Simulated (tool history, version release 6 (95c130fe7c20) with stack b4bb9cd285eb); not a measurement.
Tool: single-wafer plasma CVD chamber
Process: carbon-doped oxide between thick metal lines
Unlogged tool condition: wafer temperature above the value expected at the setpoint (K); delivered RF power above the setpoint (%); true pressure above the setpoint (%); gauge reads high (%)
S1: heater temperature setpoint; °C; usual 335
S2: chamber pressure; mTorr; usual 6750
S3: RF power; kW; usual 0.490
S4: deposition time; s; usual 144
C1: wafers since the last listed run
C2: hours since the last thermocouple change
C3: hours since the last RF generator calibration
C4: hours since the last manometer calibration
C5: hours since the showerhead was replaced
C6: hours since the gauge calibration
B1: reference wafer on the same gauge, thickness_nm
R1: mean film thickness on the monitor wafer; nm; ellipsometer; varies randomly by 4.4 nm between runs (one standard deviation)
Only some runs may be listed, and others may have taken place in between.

| run | hour | S1 | S2 | S3 | S4 | C1 | C2 | C3 | C4 | C5 | C6 | B1 | R1 |
|---|---|---|---|---|---|---|---|---|---|---|---|---|---|
| 1 | 0.0 | 335 | 6750 | 0.490 | 144 | 0 | 826.9 | 1156.2 | 1696.0 | 6143.3 | 554.7 | 906.125 | 784.595 |
| 2 | 92.2 | 335 | 6750 | 0.490 | 144 | 722 | 919.1 | 1248.4 | 1788.2 | 6235.5 | 646.9 | 906.499 | 785.712 |
| 3 | 136.1 | 335 | 6750 | 0.490 | 144 | 343 | 963.0 | 1292.3 | 1832.1 | 6279.4 | 690.8 | 905.948 | 781.561 |
| 4 | 195.3 | 335 | 6750 | 0.490 | 162 | 463 | 1022.2 | 1351.5 | 1891.3 | 6338.6 | 750.0 | 905.654 | 880.897 |
| 5 | 264.2 | 335 | 6750 | 0.490 | 162 | 539 | 1091.1 | 1420.4 | 1960.2 | 6407.5 | 818.9 | 906.309 | 880.215 |
|  | 266.0 | gauge calibrated |
|  | 329.8 | capacitance manometer re-zeroed and calibrated |
| 6 | 330.3 | 335 | 6750 | 0.490 | 162 | 454 | 1157.2 | 1486.5 | 0.5 | 6473.6 | 64.3 | 906.752 | 881.291 |
| 7 | 391.0 | 335 | 6750 | 0.490 | 122 | 475 | 1217.9 | 1547.2 | 61.2 | 6534.3 | 125.0 | 906.302 | 664.709 |
| 8 | 415.3 | 335 | 6750 | 0.470 | 164 | 190 | 1242.2 | 1571.5 | 85.5 | 6558.6 | 149.3 | 906.278 | 857.152 |
| 9 | 453.1 | 335 | 6750 | 0.490 | 144 | 296 | 1280.0 | 1609.3 | 123.3 | 6596.4 | 187.1 | 905.350 | 777.716 |
|  | 483.3 | RF generator calibrated |
| 10 | 499.1 | 328 | 7190 | 0.490 | 160 | 297 | 1326.0 | 15.8 | 169.3 | 6642.4 | 233.1 | 906.654 | 928.866 |
|  | 520.8 | thermocouple changed; heater temperature recalibrated |
| 11 | 549.1 | 335 | 6750 | 0.490 | 167 | 328 | 28.3 | 65.8 | 219.3 | 6692.4 | 283.1 | 906.042 | 949.462 |
| 12 | 581.2 | 329 | 7700 | 0.490 | 135 | 251 | 60.4 | 97.9 | 251.4 | 6724.5 | 315.2 | 906.588 | 788.774 |
|  | 604.4 | showerhead replaced |
| 13 | 622.6 | 324 | 6750 | 0.395 | 144 | 261 | 101.8 | 139.3 | 292.8 | 18.2 | 356.6 | 906.454 | 724.379 |
| 14 | 694.2 | 335 | 6750 | 0.490 | 144 | 560 | 173.4 | 210.9 | 364.4 | 89.8 | 428.2 | 906.047 | 810.042 |
| 15 | 766.0 | 344 | 6750 | 0.490 | 144 | 562 | 245.2 | 282.7 | 436.2 | 161.6 | 500.0 | 906.480 | 791.399 |
| 16 | 810.4 | 349 | 6750 | 0.490 | 144 | 347 | 289.6 | 327.1 | 480.6 | 206.0 | 544.4 | 906.478 | 778.180 |
| 17 | 834.7 | 349 | 6750 | 0.440 | 144 | 190 | 313.9 | 351.4 | 504.9 | 230.3 | 568.7 | 906.463 | 732.793 |

List, for all runs, the conditions of the tool that the log does not record:
wafer temperature above the value expected at the setpoint (K): 0 in every run
true pressure above the setpoint (%): 0 in every run
gauge reads high (%): 0 in every run
H1: delivered RF power above the setpoint (%)
| run | H1 |
|---|---|
| 1 | -6.51 |
| 2 | -7.01 |
| 3 | -7.25 |
| 4 | -7.57 |
| 5 | -7.94 |
| 6 | -8.3 |
| 7 | -8.63 |
| 8 | -8.76 |
| 9 | -8.96 |
| 10 | -1.04 |
| 11 | -1.31 |
| 12 | -1.48 |
| 13 | -1.71 |
| 14 | -2.1 |
| 15 | -2.48 |
| 16 | -2.72 |
| 17 | -2.85 |
